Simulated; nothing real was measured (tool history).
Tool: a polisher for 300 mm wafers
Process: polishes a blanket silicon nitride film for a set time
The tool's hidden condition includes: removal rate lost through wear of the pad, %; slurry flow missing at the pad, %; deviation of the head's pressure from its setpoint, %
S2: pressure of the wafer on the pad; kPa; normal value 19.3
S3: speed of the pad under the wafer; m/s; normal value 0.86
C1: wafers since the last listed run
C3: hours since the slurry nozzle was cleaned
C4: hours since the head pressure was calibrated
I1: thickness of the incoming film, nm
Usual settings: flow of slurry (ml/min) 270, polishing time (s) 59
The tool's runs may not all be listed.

run 1 day=0 | flow_of_slurry_(ml/min)=270 S2=19.3 S3=0.74 polishing_time_(s)=45 | C1=0 wafers_polished_on_this_pad=390 C3=674.6 C4=750.4 | I1=773.8 | film_removed_(angstrom)=478
run 2 day=0.675 | flow_of_slurry_(ml/min)=270 S2=19.3 S3=0.86 polishing_time_(s)=59 | C1=212 wafers_polished_on_this_pad=603 C3=690.8 C4=766.6 | I1=755.3 | film_removed_(angstrom)=696
run 3 day=1.529 | flow_of_slurry_(ml/min)=270 S2=19.3 S3=0.86 polishing_time_(s)=59 | C1=268 wafers_polished_on_this_pad=871 C3=711.3 C4=787.1 | I1=771.6 | film_removed_(angstrom)=644
-- day=1.712 worn pad replaced by a new one
-- day=5.442 worn pad replaced by a new one
run 4 day=5.508 | flow_of_slurry_(ml/min)=270 S2=19.3 S3=0.86 polishing_time_(s)=69 | C1=1146 wafers_polished_on_this_pad=21 C3=806.8 C4=882.6 | I1=771.3 | film_removed_(angstrom)=856
run 5 day=6.254 | flow_of_slurry_(ml/min)=270 S2=19.3 S3=0.86 polishing_time_(s)=59 | C1=234 wafers_polished_on_this_pad=256 C3=824.7 C4=900.5 | I1=760.5 | film_removed_(angstrom)=735
run 6 day=7.225 | flow_of_slurry_(ml/min)=270 S2=19.3 S3=0.86 polishing_time_(s)=74 | C1=305 wafers_polished_on_this_pad=561 C3=848 C4=923.8 | I1=752.3 | film_removed_(angstrom)=875
run 7 day=8.325 | flow_of_slurry_(ml/min)=270 S2=19.3 S3=0.86 polishing_time_(s)=59 | C1=345 wafers_polished_on_this_pad=907 C3=874.4 C4=950.2 | I1=761.3 | film_removed_(angstrom)=662
-- day=8.533 slurry nozzle cleaned
-- day=8.85 worn pad replaced by a new one
run 8 day=8.942 | flow_of_slurry_(ml/min)=270 S2=13.1 S3=0.98 polishing_time_(s)=59 | C1=128 wafers_polished_on_this_pad=29 C3=9.8 C4=965 | I1=772.2 | film_removed_(angstrom)=545
run 9 day=9.6 | flow_of_slurry_(ml/min)=270 S2=14.5 S3=0.86 polishing_time_(s)=59 | C1=207 wafers_polished_on_this_pad=236 C3=25.6 C4=980.8 | I1=760.3 | film_removed_(angstrom)=547
run 10 day=10.675 | flow_of_slurry_(ml/min)=215 S2=22.8 S3=1.06 polishing_time_(s)=39 | C1=338 wafers_polished_on_this_pad=574 C3=51.4 C4=1006.6 | I1=768.8 | film_removed_(angstrom)=651
-- day=11.917 worn pad replaced by a new one
run 11 day=12.079 | flow_of_slurry_(ml/min)=270 S2=19.3 S3=0.86 polishing_time_(s)=52 | C1=389 wafers_polished_on_this_pad=50 C3=85.1 C4=1040.3 | I1=758.5 | film_removed_(angstrom)=637
-- day=12.4 head pressure recalibrated
run 12 day=13.329 | flow_of_slurry_(ml/min)=270 S2=19.3 S3=0.86 polishing_time_(s)=52 | C1=366 wafers_polished_on_this_pad=417 C3=115.1 C4=22.3 | I1=760.9 | film_removed_(angstrom)=619
run 13 day=14.375 | flow_of_slurry_(ml/min)=270 S2=19.3 S3=0.86 polishing_time_(s)=59 | C1=328 wafers_polished_on_this_pad=746 C3=140.2 C4=47.4 | I1=761.1 | film_removed_(angstrom)=670
-- day=15.096 worn pad replaced by a new one
run 14 day=15.812 | flow_of_slurry_(ml/min)=270 S2=19.3 S3=1.12 polishing_time_(s)=59 | C1=399 wafers_polished_on_this_pad=224 C3=174.7 C4=81.9 | I1=763.8 | film_removed_(angstrom)=878
run 15 day=16.642 | flow_of_slurry_(ml/min)=270 S2=19.3 S3=0.68 polishing_time_(s)=59 | C1=260 wafers_polished_on_this_pad=485 C3=194.6 C4=101.8 | I1=756.4 | film_removed_(angstrom)=590

Forecast each of these 3 alternatives for the next run:
run A day=16.658 | flow_of_slurry_(ml/min)=270 S2=23.4 S3=0.86 polishing_time_(s)=59 | C1=5 wafers_polished_on_this_pad=490 C3=195 C4=102.2 | I1=757.9 | film_removed_(angstrom)=?
run B day=16.658 | flow_of_slurry_(ml/min)=270 S2=13.8 S3=0.86 polishing_time_(s)=72 | C1=5 wafers_polished_on_this_pad=490 C3=195 C4=102.2 | I1=757.9 | film_removed_(angstrom)=?
run C day=16.658 | flow_of_slurry_(ml/min)=305 S2=13.8 S3=0.86 polishing_time_(s)=59 | C1=5 wafers_polished_on_this_pad=490 C3=195 C4=102.2 | I1=757.9 | film_removed_(angstrom)=?

run=A film_removed_(angstrom)=866
run=B film_removed_(angstrom)=621
run=C film_removed_(angstrom)=516
Had the tool no hidden state, the same runs would have come out as:
run=A film_removed_(angstrom)=897
run=B film_removed_(angstrom)=644
run=C film_removed_(angstrom)=534

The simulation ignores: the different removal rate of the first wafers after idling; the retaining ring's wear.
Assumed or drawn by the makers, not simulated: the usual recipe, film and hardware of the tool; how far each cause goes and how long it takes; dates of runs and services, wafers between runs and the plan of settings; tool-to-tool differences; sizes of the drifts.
